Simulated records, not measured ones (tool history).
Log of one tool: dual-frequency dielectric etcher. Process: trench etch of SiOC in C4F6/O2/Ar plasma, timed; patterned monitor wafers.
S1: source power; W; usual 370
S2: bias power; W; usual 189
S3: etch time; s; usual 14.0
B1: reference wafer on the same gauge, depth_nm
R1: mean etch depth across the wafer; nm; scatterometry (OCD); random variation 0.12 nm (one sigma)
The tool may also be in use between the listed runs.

| run | hour | S1 | S2 | S3 | B1 | R1 |
|---|---|---|---|---|---|---|
| 1 | 0.0 | 370 | 189 | 16.5 | 30.18 | 36.36 |
| 2 | 22.2 | 370 | 163 | 14.0 | 30.18 | 30.06 |
| 3 | 34.4 | 300 | 189 | 14.0 | 30.15 | 29.53 |
| 4 | 51.6 | 300 | 189 | 14.0 | 30.15 | 29.58 |
|  | 73.0 | source power generator calibrated |
|  | 77.0 | upper electrode replaced |
| 5 | 80.2 | 370 | 189 | 14.0 | 30.10 | 30.83 |
| 6 | 106.9 | 370 | 189 | 14.0 | 30.11 | 30.68 |
| 7 | 142.8 | 370 | 189 | 14.0 | 30.07 | 30.67 |
| 8 | 161.5 | 370 | 189 | 11.5 | 30.06 | 25.35 |
|  | 166.8 | bias power generator calibrated |
| 9 | 180.8 | 430 | 236 | 18.0 | 30.06 | 42.36 |
| 10 | 200.5 | 340 | 233 | 16.0 | 30.01 | 35.72 |
| 11 | 217.2 | 370 | 145 | 12.5 | 30.02 | 26.29 |
| 12 | 247.0 | 370 | 189 | 14.0 | 29.96 | 30.61 |
|  | 262.3 | gauge calibrated |
| 13 | 268.6 | 290 | 189 | 14.0 | 30.72 | 29.99 |
| 14 | 303.9 | 370 | 189 | 14.0 | 30.68 | 31.33 |
| 15 | 316.1 | 370 | 189 | 14.0 | 30.67 | 31.43 |
| 16 | 347.0 | 440 | 217 | 11.0 | 30.66 | 26.22 |
| 17 | 375.0 | 440 | 189 | 14.0 | 30.64 | 32.59 |
| 18 | 410.5 | 400 | 216 | 17.0 | 30.58 | 39.63 |
| 19 | 445.6 | 370 | 232 | 11.5 | 30.58 | 26.72 |
| 20 | 473.3 | 310 | 189 | 12.0 | 30.55 | 25.79 |
| 21 | 495.7 | 450 | 168 | 12.5 | 30.55 | 28.72 |
|  | 541.5 | wet clean of the chamber |
| 22 | 542.0 | 370 | 189 | 14.0 | 30.51 | 31.21 |
| 23 | 563.1 | 370 | 223 | 15.0 | 30.50 | 34.58 |
| 24 | 598.0 | 350 | 189 | 14.0 | 30.47 | 30.79 |
| 25 | 648.2 | 400 | 189 | 14.0 | 30.43 | 31.78 |
| 26 | 680.6 | 420 | 174 | 14.0 | 30.41 | 31.61 |
| 27 | 701.8 | 370 | 189 | 14.0 | 30.38 | 31.03 |
| 28 | 723.8 | 370 | 189 | 14.0 | 30.35 | 30.97 |
| 29 | 807.5 | 370 | 148 | 15.0 | 30.33 | 32.01 |
| 30 | 833.3 | 410 | 189 | 14.0 | 30.29 | 31.49 |

4 ways to go on from here, each from the tool as it stands after run 30. What would each give?
| A | 833.7 | 370 | 189 | 14.0 | ? | ? |
| B | 833.7 | 370 | 151 | 16.5 | ? | ? |
| C | 833.7 | 410 | 201 | 12.0 | ? | ? |
| D | 833.7 | 340 | 143 | 13.0 | ? | ? |

| run | B1 | R1 |
|---|---|---|
| A | 30.28 | 30.88 |
| B | 30.28 | 35.19 |
| C | 30.28 | 27.35 |
| D | 30.28 | 27.03 |
Without the tool's hidden state the same runs would have given:
| run | R1 |
|---|---|
| A | 31.41 |
| B | 35.79 |
| C | 27.82 |
| D | 27.49 |

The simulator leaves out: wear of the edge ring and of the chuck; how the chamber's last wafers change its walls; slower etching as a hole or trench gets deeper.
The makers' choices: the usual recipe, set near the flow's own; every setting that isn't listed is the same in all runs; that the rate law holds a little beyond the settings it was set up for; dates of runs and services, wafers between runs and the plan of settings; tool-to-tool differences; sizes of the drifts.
